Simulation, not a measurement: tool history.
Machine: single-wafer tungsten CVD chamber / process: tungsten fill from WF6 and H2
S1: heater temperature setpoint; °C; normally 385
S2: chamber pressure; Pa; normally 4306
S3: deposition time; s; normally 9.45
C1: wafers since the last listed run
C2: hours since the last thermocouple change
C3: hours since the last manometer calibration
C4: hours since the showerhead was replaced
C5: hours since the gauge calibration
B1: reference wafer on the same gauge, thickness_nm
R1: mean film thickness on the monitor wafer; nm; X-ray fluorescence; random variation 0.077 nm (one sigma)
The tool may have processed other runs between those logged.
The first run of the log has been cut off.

| run | hour | S1 | S2 | S3 | C1 | C2 | C3 | C4 | C5 | B1 | R1 |
|---|---|---|---|---|---|---|---|---|---|---|---|
| 2 | 104.5 | 385 | 4306 | 9.45 | 3368 | 547.0 | 1200.5 | 2752.0 | 2423.6 | 27.688 | 24.119 |
| 3 | 205.4 | 385 | 4306 | 9.45 | 3252 | 647.9 | 1301.4 | 2852.9 | 2524.5 | 27.676 | 24.258 |
| 4 | 289.1 | 396 | 4306 | 9.45 | 2698 | 731.6 | 1385.1 | 2936.6 | 2608.2 | 27.697 | 30.760 |
| 5 | 395.7 | 396 | 4306 | 9.45 | 3436 | 838.2 | 1491.7 | 3043.2 | 2714.8 | 27.674 | 30.629 |
| 6 | 435.0 | 396 | 4306 | 9.45 | 1266 | 877.5 | 1531.0 | 3082.5 | 2754.1 | 27.711 | 30.776 |
| 7 | 477.7 | 385 | 4306 | 8.33 | 1376 | 920.2 | 1573.7 | 3125.2 | 2796.8 | 27.668 | 21.339 |
| 8 | 520.7 | 385 | 4306 | 8.33 | 1386 | 963.2 | 1616.7 | 3168.2 | 2839.8 | 27.686 | 21.398 |
| 9 | 623.5 | 389 | 3946 | 9.45 | 3313 | 1066.0 | 1719.5 | 3271.0 | 2942.6 | 27.713 | 25.321 |
| 10 | 666.8 | 389 | 3946 | 9.45 | 1395 | 1109.3 | 1762.8 | 3314.3 | 2985.9 | 27.702 | 25.420 |
| 11 | 727.2 | 389 | 3946 | 9.45 | 1947 | 1169.7 | 1823.2 | 3374.7 | 3046.3 | 27.713 | 25.358 |
| 12 | 852.0 | 381 | 4306 | 9.45 | 4022 | 1294.5 | 1948.0 | 3499.5 | 3171.1 | 27.702 | 21.897 |
| 13 | 931.9 | 385 | 4306 | 9.45 | 2575 | 1374.4 | 2027.9 | 3579.4 | 3251.0 | 27.675 | 24.064 |
| 14 | 988.2 | 385 | 4306 | 9.45 | 1814 | 1430.7 | 2084.2 | 3635.7 | 3307.3 | 27.707 | 24.006 |
|  | 1075.7 | gauge calibrated |
| 15 | 1081.3 | 385 | 4306 | 9.45 | 3001 | 1523.8 | 2177.3 | 3728.8 | 5.6 | 27.728 | 24.079 |
| 16 | 1144.3 | 385 | 4306 | 9.45 | 2030 | 1586.8 | 2240.3 | 3791.8 | 68.6 | 27.713 | 24.038 |
| 17 | 1222.7 | 385 | 4306 | 9.45 | 2527 | 1665.2 | 2318.7 | 3870.2 | 147.0 | 27.711 | 23.885 |
|  | 1338.3 | showerhead replaced |
| 18 | 1510.9 | 389 | 3946 | 9.45 | 9032 | 1953.4 | 2606.9 | 172.6 | 435.2 | 27.731 | 24.939 |
| 19 | 1586.3 | 385 | 3813 | 8.48 | 2430 | 2028.8 | 2682.3 | 248.0 | 510.6 | 27.692 | 20.319 |
| 20 | 1645.0 | 385 | 4000 | 9.45 | 1892 | 2087.5 | 2741.0 | 306.7 | 569.3 | 27.745 | 23.151 |
| 21 | 1709.2 | 385 | 4760 | 8.63 | 2069 | 2151.7 | 2805.2 | 370.9 | 633.5 | 27.684 | 22.658 |
| 22 | 1797.8 | 385 | 4306 | 9.98 | 2856 | 2240.3 | 2893.8 | 459.5 | 722.1 | 27.698 | 25.064 |

Forecast run 23:
|  | 1837.8 | capacitance manometer re-zeroed and calibrated |
| 23 | 1895.6 | 394 | 3440 | 9.45 | 2894 | 2338.1 | 57.8 | 557.3 | 819.9 | ? | ? |

Run 23 gave B1 27.719, R1 26.644 nm.
The same run, on a tool lacking any hidden state, would have yielded R1 26.675 nm.

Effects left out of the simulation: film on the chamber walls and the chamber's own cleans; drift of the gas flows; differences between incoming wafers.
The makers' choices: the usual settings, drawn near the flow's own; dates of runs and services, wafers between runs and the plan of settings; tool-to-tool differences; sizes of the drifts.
